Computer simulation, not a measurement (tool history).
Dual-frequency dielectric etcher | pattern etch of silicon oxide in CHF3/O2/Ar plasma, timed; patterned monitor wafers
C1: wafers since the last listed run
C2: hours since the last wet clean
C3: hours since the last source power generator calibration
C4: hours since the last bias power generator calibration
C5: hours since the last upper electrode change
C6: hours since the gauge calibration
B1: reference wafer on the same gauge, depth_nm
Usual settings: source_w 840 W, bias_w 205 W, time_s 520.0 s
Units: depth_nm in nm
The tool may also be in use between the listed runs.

Run 1, hour 0.0: usual settings but source_w 930 W, bias_w 234 W; C1 0; C2 444.9; C3 2845.4; C4 3975.1; C5 4995.5; C6 1368.2; B1 1190.6. Result: depth_nm 1319.4 nm.
Run 2, hour 66.6: usual settings but source_w 940 W; C1 233; C2 511.5; C3 2912.0; C4 4041.7; C5 5062.1; C6 1434.8; B1 1189.9. Result: depth_nm 1275.6 nm.
At hour 121.9: gauge calibrated.
At hour 129.4: wet clean of the chamber.
Run 3, hour 200.3: usual settings but source_w 940 W; C1 384; C2 70.9; C3 3045.7; C4 4175.4; C5 5195.8; C6 78.4; B1 1190.7. Result: depth_nm 1331.5 nm.
Run 4, hour 284.5: usual settings but source_w 940 W; C1 295; C2 155.1; C3 3129.9; C4 4259.6; C5 5280.0; C6 162.6; B1 1189.0. Result: depth_nm 1329.3 nm.
Run 5, hour 369.0: usual settings; C1 296; C2 239.6; C3 3214.4; C4 4344.1; C5 5364.5; C6 247.1; B1 1191.6. Result: depth_nm 1246.5 nm.
Run 6, hour 445.4: usual settings but bias_w 228 W; C1 267; C2 316.0; C3 3290.8; C4 4420.5; C5 5440.9; C6 323.5; B1 1189.5. Result: depth_nm 1284.2 nm.
Run 7, hour 510.8: usual settings but bias_w 228 W; C1 229; C2 381.4; C3 3356.2; C4 4485.9; C5 5506.3; C6 388.9; B1 1189.4. Result: depth_nm 1271.1 nm.
Run 8, hour 560.4: usual settings but bias_w 232 W; C1 173; C2 431.0; C3 3405.8; C4 4535.5; C5 5555.9; C6 438.5; B1 1190.4. Result: depth_nm 1267.5 nm.
At hour 620.9: upper electrode replaced.
Run 9, hour 648.9: usual settings; C1 225; C2 519.5; C3 3494.3; C4 4624.0; C5 28.0; C6 527.0; B1 1189.0. Result: depth_nm 1204.3 nm.
Run 10, hour 686.7: usual settings; C1 132; C2 557.3; C3 3532.1; C4 4661.8; C5 65.8; C6 564.8; B1 1192.9. Result: depth_nm 1206.6 nm.
At hour 695.5: bias power generator calibrated.
At hour 723.5: wet clean of the chamber.
Run 11, hour 750.0: usual settings; C1 123; C2 26.5; C3 3595.4; C4 54.5; C5 129.1; C6 628.1; B1 1189.7. Result: depth_nm 1345.5 nm.
Run 12, hour 839.4: usual settings but time_s 408.0 s; C1 313; C2 115.9; C3 3684.8; C4 143.9; C5 218.5; C6 717.5; B1 1190.0. Result: depth_nm 1037.9 nm.
Run 13, hour 892.5: usual settings; C1 186; C2 169.0; C3 3737.9; C4 197.0; C5 271.6; C6 770.6; B1 1189.7. Result: depth_nm 1330.2 nm.
At hour 974.0: source power generator calibrated.
Run 14, hour 1093.1: usual settings but source_w 700 W; C1 688; C2 369.6; C3 119.1; C4 397.6; C5 472.2; C6 971.2; B1 1189.2. Result: depth_nm 1174.3 nm.
Run 15, hour 1146.2: usual settings but source_w 670 W, bias_w 169 W; C1 186; C2 422.7; C3 172.2; C4 450.7; C5 525.3; C6 1024.3; B1 1188.8. Result: depth_nm 1081.4 nm.
At hour 1202.0: wet clean of the chamber, repeated, since the last time left the tool worse.
Run 16, hour 1214.9: usual settings; C1 156; C2 12.9; C3 240.9; C4 519.4; C5 594.0; C6 1093.0; B1 1190.7. Result: depth_nm 1262.0 nm.
Run 17, hour 1273.4: usual settings; C1 204; C2 71.4; C3 299.4; C4 577.9; C5 652.5; C6 1151.5; B1 1190.8. Result: depth_nm 1255.1 nm.
Run 18, hour 1343.5: usual settings but source_w 770 W, time_s 477.5 s; C1 245; C2 141.5; C3 369.5; C4 648.0; C5 722.6; C6 1221.6; B1 1190.2. Result: depth_nm 1091.8 nm.
At hour 1371.5: gauge calibrated.
Run 19, hour 1387.3: usual settings but time_s 561.5 s; C1 153; C2 185.3; C3 413.3; C4 691.8; C5 766.4; C6 15.8; B1 1190.7. Result: depth_nm 1347.6 nm.
Run 20, hour 1490.6: usual settings but source_w 710 W; C1 361; C2 288.6; C3 516.6; C4 795.1; C5 869.7; C6 119.1; B1 1191.1. Result: depth_nm 1126.1 nm.
Run 21, hour 1535.7: usual settings but source_w 960 W, bias_w 239 W, time_s 458.0 s; C1 158; C2 333.7; C3 561.7; C4 840.2; C5 914.8; C6 164.2; B1 1190.0. Result: depth_nm 1218.5 nm.
Run 22, hour 1589.0: usual settings; C1 186; C2 387.0; C3 615.0; C4 893.5; C5 968.1; C6 217.5; B1 1190.6. Result: depth_nm 1231.2 nm.
At hour 1692.8: wet clean of the chamber.
Run 23, hour 1693.3: usual settings but source_w 770 W, time_s 477.5 s; C1 281; C2 0.5; C3 719.3; C4 997.8; C5 1072.4; C6 321.8; B1 1188.9. Result: depth_nm 1097.7 nm.
Run 24, hour 1779.9: usual settings but source_w 670 W, bias_w 160 W, time_s 616.5 s; C1 303; C2 87.1; C3 805.9; C4 1084.4; C5 1159.0; C6 408.4; B1 1188.9. Result: depth_nm 1204.7 nm.
Run 25, hour 1874.6: usual settings but source_w 710 W, bias_w 240 W, time_s 644.0 s; C1 331; C2 181.8; C3 900.6; C4 1179.1; C5 1253.7; C6 503.1; B1 1190.4. Result: depth_nm 1462.1 nm.
Run 26, hour 1936.9: usual settings but bias_w 255 W; C1 218; C2 244.1; C3 962.9; C4 1241.4; C5 1316.0; C6 565.4; B1 1189.6. Result: depth_nm 1329.3 nm.

Forecast each of these 5 alternatives for the next run:
Run A, hour 1937.5: usual settings; C1 2; C2 244.7; C3 963.5; C4 1242.0; C5 1316.6; C6 566.0; B1 ?. Result: depth_nm ?.
Run B, hour 1937.5: usual settings but source_w 750 W, time_s 670.5 s; C1 2; C2 244.7; C3 963.5; C4 1242.0; C5 1316.6; C6 566.0; B1 ?. Result: depth_nm ?.
Run C, hour 1937.5: usual settings but source_w 1000 W, bias_w 165 W, time_s 391.5 s; C1 2; C2 244.7; C3 963.5; C4 1242.0; C5 1316.6; C6 566.0; B1 ?. Result: depth_nm ?.
Run D, hour 1937.5: usual settings but bias_w 168 W, time_s 417.5 s; C1 2; C2 244.7; C3 963.5; C4 1242.0; C5 1316.6; C6 566.0; B1 ?. Result: depth_nm ?.
Run E, hour 1937.5: usual settings but source_w 790 W, bias_w 191 W, time_s 672.5 s; C1 2; C2 244.7; C3 963.5; C4 1242.0; C5 1316.6; C6 566.0; B1 ?. Result: depth_nm ?.

run      B1  depth_nm
  A  1191.3    1240.6
  B  1191.3    1501.2
  C  1191.3     962.1
  D  1191.3     939.2
  E  1191.3    1518.0
Without the tool's hidden state the same runs would have given:
run  depth_nm
  A    1266.2
  B    1532.2
  C     981.9
  D     958.6
  E    1549.3

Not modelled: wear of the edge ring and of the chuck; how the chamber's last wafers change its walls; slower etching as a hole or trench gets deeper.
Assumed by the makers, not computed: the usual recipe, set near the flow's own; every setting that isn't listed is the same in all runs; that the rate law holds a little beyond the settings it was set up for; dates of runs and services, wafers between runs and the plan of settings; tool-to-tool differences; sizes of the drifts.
